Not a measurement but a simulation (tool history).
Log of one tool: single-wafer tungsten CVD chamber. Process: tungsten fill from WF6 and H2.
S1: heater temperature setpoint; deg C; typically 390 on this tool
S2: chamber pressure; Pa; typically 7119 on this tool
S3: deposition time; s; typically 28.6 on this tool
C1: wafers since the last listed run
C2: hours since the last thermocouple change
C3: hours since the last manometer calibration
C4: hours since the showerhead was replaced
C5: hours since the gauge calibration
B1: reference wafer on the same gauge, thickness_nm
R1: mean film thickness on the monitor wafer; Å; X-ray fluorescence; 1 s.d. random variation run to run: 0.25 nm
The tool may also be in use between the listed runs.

run,hour,S1,S2,S3,C1,C2,C3,C4,C5,B1,R1
1,0.0,396,7119,29.9,0,1341.3,751.2,5253.2,1041.1,89.864,1139.23
2,160.1,396,7119,29.9,5866,1501.4,911.3,5413.3,1201.2,89.758,1133.92
3,223.4,390,7119,28.6,2319,1564.7,974.6,5476.6,1264.5,89.539,949.94
4,247.5,390,7119,28.6,883,1588.8,998.7,5500.7,1288.6,89.715,948.64
5,297.0,390,7119,28.6,1813,1638.3,1048.2,5550.2,1338.1,89.653,950.31
6,325.0,390,7119,28.6,1026,1666.3,1076.2,5578.2,1366.1,89.641,945.86
7,364.4,390,7119,28.6,1443,1705.7,1115.6,5617.6,1405.5,89.613,950.62
# hour 412.1: showerhead replaced
8,422.3,390,7119,28.6,1828,1763.6,1173.5,10.2,1463.4,89.649,954.60
# hour 453.9: gauge calibrated
9,482.2,390,7119,28.6,2194,1823.5,1233.4,70.1,28.3,91.574,970.41
10,547.2,400,6279,28.6,2381,1888.5,1298.4,135.1,93.3,91.425,1143.90
11,579.7,400,6279,28.6,1190,1921.0,1330.9,167.6,125.8,91.216,1141.06
12,617.3,390,7119,28.6,1377,1958.6,1368.5,205.2,163.4,91.190,967.12
13,679.8,401,6559,30.4,2290,2021.1,1431.0,267.7,225.9,90.948,1253.21
# hour 716.4: thermocouple changed; heater temperature recalibrated
14,718.9,390,6133,28.6,1139,2.5,1470.1,306.8,265.0,90.890,910.95
15,782.3,390,8239,28.6,2323,65.9,1533.5,370.2,328.4,90.733,1015.54
# hour 816.9: capacitance manometer re-zeroed and calibrated
16,835.9,390,7639,28.6,1670,119.5,19.0,423.8,382.0,90.662,984.38
17,890.5,394,7786,33.8,2000,174.1,73.6,478.4,436.6,90.485,1276.37
18,935.1,390,5653,28.6,1634,218.7,118.2,523.0,481.2,90.628,879.70
19,962.9,405,7119,31.1,1018,246.5,146.0,550.8,509.0,90.457,1428.71
20,1027.4,395,5826,34.3,2363,311.0,210.5,615.3,573.5,90.286,1187.13
21,1069.0,390,7119,28.6,1524,352.6,252.1,656.9,615.1,90.335,956.09
22,1110.0,379,5746,25.1,1502,393.6,293.1,697.9,656.1,90.231,599.48
23,1169.1,390,7119,28.6,2165,452.7,352.2,757.0,715.2,90.084,959.24
24,1227.9,390,7119,28.6,2154,511.5,411.0,815.8,774.0,90.158,950.02
25,1270.2,390,7119,28.6,1550,553.8,453.3,858.1,816.3,90.000,954.23

3 ways to go on from here, each from the tool as it stands after run 25. What would each give?
A,1270.6,390,8853,28.6,14,554.2,453.7,858.5,816.7,?,?
B,1270.6,390,8639,28.6,14,554.2,453.7,858.5,816.7,?,?
C,1270.6,401,5453,24.1,14,554.2,453.7,858.5,816.7,?,?

run,B1,R1
A,90.170,1035.21
B,90.170,1025.85
C,90.170,917.60
What these runs would have given with no unlogged condition in the tool:
run,R1
A,1051.67
B,1042.17
C,932.19
